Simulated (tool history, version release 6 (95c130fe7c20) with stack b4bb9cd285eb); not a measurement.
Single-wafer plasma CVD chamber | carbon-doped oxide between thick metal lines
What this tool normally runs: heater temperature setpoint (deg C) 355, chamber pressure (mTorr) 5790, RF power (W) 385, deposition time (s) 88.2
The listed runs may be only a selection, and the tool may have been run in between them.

| run | hour | heater temperature setpoint (deg C) | chamber pressure (mTorr) | RF power (W) | deposition time (s) | read-back reference wafer on the same gauge, thickness_nm | mean film thickness on the monitor wafer (angstrom) |
|---|---|---|---|---|---|---|---|
| 1 | 0 | 355 | 6180 | 385 | 88.2 | 372.463 | 3340.43 |
| 2 | 15.2 | 355 | 6180 | 385 | 88.2 | 371.845 | 3353.8 |
| 3 | 25.7 | 355 | 6180 | 385 | 88.2 | 372.332 | 3340.61 |
| 4 | 35 | 355 | 5790 | 340 | 88.2 | 371.704 | 3164.4 |
|  | 47.5 | RF generator calibrated |
| 5 | 48 | 355 | 5790 | 340 | 88.2 | 372.05 | 3265.15 |
| 6 | 63.2 | 355 | 5790 | 340 | 88.2 | 372.031 | 3270.19 |
|  | 87.4 | thermocouple changed; heater temperature recalibrated |
| 7 | 115.2 | 355 | 5790 | 385 | 88.2 | 372.037 | 3429.18 |
|  | 122.8 | gauge calibrated |
|  | 139.6 | showerhead replaced |
| 8 | 140.1 | 355 | 5790 | 385 | 88.2 | 372.306 | 3437.74 |
| 9 | 143.1 | 355 | 5040 | 385 | 104.1 | 372.218 | 3959.09 |
| 10 | 153.6 | 362 | 6500 | 385 | 88.2 | 371.951 | 3415.53 |
| 11 | 160.6 | 355 | 5790 | 385 | 88.2 | 371.94 | 3420.81 |
|  | 168.7 | capacitance manometer re-zeroed and calibrated |
| 12 | 171 | 343 | 6410 | 310 | 81.2 | 372.318 | 3011.31 |
| 13 | 182.4 | 355 | 5010 | 435 | 88.2 | 372.206 | 3536.35 |
| 14 | 196.1 | 343 | 6410 | 310 | 81.2 | 371.941 | 3004.39 |
| 15 | 211.1 | 355 | 6250 | 460 | 88.2 | 372.198 | 3723.49 |
| 16 | 220.1 | 355 | 4570 | 385 | 88.2 | 372.133 | 3315.99 |
| 17 | 228.5 | 355 | 5790 | 440 | 88.2 | 371.657 | 3618.84 |
| 18 | 244.3 | 355 | 6780 | 315 | 88.2 | 372.119 | 3211.59 |
| 19 | 257.9 | 355 | 4830 | 385 | 101.7 | 372.226 | 3837.02 |
| 20 | 309.4 | 355 | 5790 | 385 | 88.2 | 371.969 | 3413.69 |
| 21 | 318.5 | 344 | 6730 | 385 | 88.2 | 372.114 | 3554.29 |
| 22 | 356.9 | 355 | 5790 | 385 | 97.7 | 372.074 | 3781.22 |
| 23 | 374.4 | 366 | 4430 | 460 | 88.2 | 371.726 | 3461.18 |
| 24 | 382.3 | 355 | 5790 | 415 | 88.2 | 371.916 | 3511.52 |
| 25 | 391.4 | 355 | 5790 | 385 | 88.2 | 372.207 | 3421.66 |
|  | 402.7 | gauge calibrated |
| 26 | 404.1 | 355 | 5790 | 325 | 88.2 | 371.975 | 3190.98 |
| 27 | 412.9 | 344 | 5790 | 310 | 71.2 | 372.224 | 2599.68 |
| 28 | 421.8 | 355 | 5790 | 385 | 88.2 | 371.869 | 3431.18 |
| 29 | 439.3 | 363 | 5100 | 385 | 88.2 | 371.995 | 3298.75 |

Below are 3 alternative next runs, each starting from the tool's condition after run 29. Predict each:
| A | 439.7 | 341 | 5790 | 385 | 88.2 | ? | ? |
| B | 439.7 | 355 | 4740 | 415 | 88.2 | ? | ? |
| C | 439.7 | 359 | 5790 | 315 | 105 | ? | ? |

| run | read-back reference wafer on the same gauge, thickness_nm | mean film thickness on the monitor wafer (angstrom) |
|---|---|---|
| A | 371.719 | 3510.45 |
| B | 371.719 | 3416.11 |
| C | 371.719 | 3705.2 |
With no hidden state in the tool, these same runs would have given:
| run | mean film thickness on the monitor wafer (angstrom) |
|---|---|
| A | 3550.07 |
| B | 3453.15 |
| C | 3747.14 |

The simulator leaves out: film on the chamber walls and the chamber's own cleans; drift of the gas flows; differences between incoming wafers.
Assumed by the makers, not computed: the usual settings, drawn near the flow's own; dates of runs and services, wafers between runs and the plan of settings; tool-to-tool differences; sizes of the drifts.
